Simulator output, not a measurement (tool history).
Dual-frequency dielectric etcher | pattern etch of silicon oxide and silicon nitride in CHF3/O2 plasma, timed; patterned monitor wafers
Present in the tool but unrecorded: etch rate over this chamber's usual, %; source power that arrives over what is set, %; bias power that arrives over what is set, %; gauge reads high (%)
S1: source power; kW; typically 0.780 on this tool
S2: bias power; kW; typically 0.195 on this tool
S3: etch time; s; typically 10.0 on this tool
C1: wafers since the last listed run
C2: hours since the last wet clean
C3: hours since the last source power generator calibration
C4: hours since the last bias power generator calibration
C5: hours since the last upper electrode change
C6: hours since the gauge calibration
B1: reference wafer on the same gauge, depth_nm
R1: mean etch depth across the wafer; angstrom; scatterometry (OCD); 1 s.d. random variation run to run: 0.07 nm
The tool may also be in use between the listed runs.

run    hour     S1     S2    S3    C1     C2      C3      C4      C5      C6     B1     R1
  1     0.0  0.780  0.195  10.0     0  230.3  3983.6  1624.4   555.6  1256.0  16.21  164.7
  2    52.8  0.780  0.223   9.5  1331  283.1  4036.4  1677.2   608.4  1308.8  16.19  160.0
  3    99.8  0.840  0.195  10.0  1184  330.1  4083.4  1724.2   655.4  1355.8  16.21  172.2
  4   181.2  0.780  0.230  10.0  2052  411.5  4164.8  1805.6   736.8  1437.2  16.23  170.1
      221.6  -- wet clean of the chamber
  5   250.9  0.780  0.230  10.0  1152   29.3  4234.5  1875.3   806.5  1506.9  16.17  171.2
  6   342.1  0.780  0.195  10.0  2299  120.5  4325.7  1966.5   897.7  1598.1  16.19  163.6
  7   393.6  0.780  0.195  10.0  1298  172.0  4377.2  2018.0   949.2  1649.6  16.21  162.8
  8   474.2  0.780  0.195  10.0  2031  252.6  4457.8  2098.6  1029.8  1730.2  16.20  164.3
  9   516.7  0.780  0.195  10.0  1071  295.1  4500.3  2141.1  1072.3  1772.7  16.19  162.8
      594.0  -- wet clean of the chamber
 10   602.9  0.780  0.195  10.0  1568    8.9  4586.5  2227.3  1158.5  1858.9  16.22  161.7
 11   693.7  0.780  0.233  10.0  2289   99.7  4677.3  2318.1  1249.3  1949.7  16.19  170.7
 12   742.8  0.780  0.233  10.0  1237  148.8  4726.4  2367.2  1298.4  1998.8  16.20  171.6
 13   807.8  0.780  0.195  10.0  1638  213.8  4791.4  2432.2  1363.4  2063.8  16.18  163.6
      847.0  -- source power generator calibrated
 14   880.4  0.780  0.195   7.5  1729  286.4    33.4  2504.8  1436.0  2136.4  16.19  123.3
      922.6  -- gauge calibrated
      938.7  -- bias power generator calibrated
 15   949.3  0.960  0.163  10.0  1636  355.3   102.3    10.6  1504.9    26.7  16.21  176.8
 16  1004.7  0.780  0.195  10.0  1396  410.7   157.7    66.0  1560.3    82.1  16.20  162.7
     1059.8  -- wet clean of the chamber
 17  1082.7  0.640  0.155  10.0  1361   22.9   235.7   144.0  1638.3   160.1  16.20  136.6
 18  1128.7  0.830  0.195  10.0  1159   68.9   281.7   190.0  1684.3   206.1  16.19  170.9
 19  1209.2  0.780  0.148  11.0  2029  149.4   362.2   270.5  1764.8   286.6  16.19  167.7
 20  1277.6  0.680  0.195   8.0  1724  217.8   430.6   338.9  1833.2   355.0  16.23  120.1
     1359.5  -- upper electrode replaced
 21  1360.0  0.610  0.231   8.0  1472  300.2   513.0   421.3     0.5   437.4  16.21  116.5
 22  1402.9  0.780  0.195  10.0  1081  343.1   555.9   464.2    43.4   480.3  16.20  162.1
 23  1467.7  0.700  0.195   7.0  1633  407.9   620.7   529.0   108.2   545.1  16.20  106.8
     1529.8  -- wet clean of the chamber
 24  1531.6  0.780  0.195  10.0  1005    1.8   684.6   592.9   172.1   609.0  16.18  164.0
 25  1601.8  0.780  0.195  10.0  1769   72.0   754.8   663.1   242.3   679.2  16.21  162.2
 26  1666.9  0.780  0.178  10.0  1641  137.1   819.9   728.2   307.4   744.3  16.20  159.7
 27  1726.8  0.780  0.212  10.0  1510  197.0   879.8   788.1   367.3   804.2  16.18  167.4
 28  1799.8  0.840  0.174  13.0  1840  270.0   952.8   861.1   440.3   877.2  16.21  216.7

Forecast each of these 5 alternatives for the next run:
  A  1800.2  0.880  0.195  10.0  10  270.4  953.2  861.5  440.7  877.6   ?   ?
  B  1800.2  0.590  0.180  10.0  10  270.4  953.2  861.5  440.7  877.6   ?   ?
  C  1800.2  0.580  0.195   7.5  10  270.4  953.2  861.5  440.7  877.6   ?   ?
  D  1800.2  0.920  0.151  10.0  10  270.4  953.2  861.5  440.7  877.6   ?   ?
  E  1800.2  0.620  0.221  13.0  10  270.4  953.2  861.5  440.7  877.6   ?   ?

run     B1     R1
  A  16.19  176.1
  B  16.19  132.8
  C  16.19  100.3
  D  16.19  170.4
  E  16.19  188.8
Stripped of hidden state, with their random variation kept, the same runs would have yielded:
run     R1
  A  176.1
  B  132.8
  C  100.3
  D  170.4
  E  188.8
